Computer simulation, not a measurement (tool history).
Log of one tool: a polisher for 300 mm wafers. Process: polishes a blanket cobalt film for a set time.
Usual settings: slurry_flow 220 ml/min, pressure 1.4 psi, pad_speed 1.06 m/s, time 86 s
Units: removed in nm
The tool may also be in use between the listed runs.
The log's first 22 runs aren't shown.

| run | hour | slurry_flow | pressure | pad_speed | time | incoming thickness of the incoming film, nm | removed |
|---|---|---|---|---|---|---|---|
| 23 | 290.8 | 220 | 1.4 | 1.06 | 73 | 1110.6 | 226.1 |
| 24 | 303.5 | 270 | 1.6 | 1.16 | 71 | 1116.6 | 244.3 |
|  | 318.1 | head pressure recalibrated |
| 25 | 320.6 | 220 | 1.4 | 0.82 | 86 | 1107 | 221.1 |
|  | 338.6 | worn pad replaced by a new one |
| 26 | 341.3 | 220 | 0.9 | 1.06 | 102 | 1125.7 | 296.6 |
| 27 | 357.9 | 250 | 1.3 | 1.2 | 103 | 1102.9 | 354.5 |
| 28 | 368 | 165 | 1.4 | 1.06 | 86 | 1129.5 | 246.7 |
| 29 | 386 | 220 | 1.4 | 1.06 | 86 | 1094.6 | 273.5 |
| 30 | 397.8 | 220 | 1.4 | 0.94 | 86 | 1126.5 | 252 |
| 31 | 411.9 | 220 | 1.4 | 1.06 | 86 | 1111.6 | 261.8 |
| 32 | 420.7 | 220 | 1.4 | 0.94 | 86 | 1091.3 | 248.9 |
| 33 | 429.8 | 260 | 1.4 | 1.28 | 86 | 1100.8 | 299.1 |
| 34 | 437.9 | 220 | 1.4 | 1.06 | 86 | 1089.1 | 255.3 |
| 35 | 446.6 | 220 | 1.4 | 1.38 | 86 | 1088.3 | 282.5 |
|  | 462.4 | worn pad replaced by a new one |
| 36 | 468.3 | 220 | 1.9 | 1.42 | 86 | 1113.4 | 353.3 |
| 37 | 482.1 | 185 | 0.9 | 1.24 | 86 | 1116.3 | 257.1 |
|  | 487 | slurry nozzle cleaned |
| 38 | 491.8 | 155 | 1.4 | 1.06 | 70 | 1098.6 | 195 |

3 ways to go on from here, each from the tool as it stands after run 38. What would each give?
| A | 492.3 | 220 | 1.4 | 1.44 | 86 | 1106.3 | ? |
| B | 492.3 | 170 | 1.2 | 1.06 | 67 | 1106.3 | ? |
| C | 492.3 | 220 | 1.4 | 1.06 | 71 | 1106.3 | ? |

| run | removed |
|---|---|
| A | 323.9 |
| B | 188.1 |
| C | 227.1 |
Without the tool's hidden state the same runs would have given:
| run | removed |
|---|---|
| A | 328.6 |
| B | 190.8 |
| C | 230.4 |

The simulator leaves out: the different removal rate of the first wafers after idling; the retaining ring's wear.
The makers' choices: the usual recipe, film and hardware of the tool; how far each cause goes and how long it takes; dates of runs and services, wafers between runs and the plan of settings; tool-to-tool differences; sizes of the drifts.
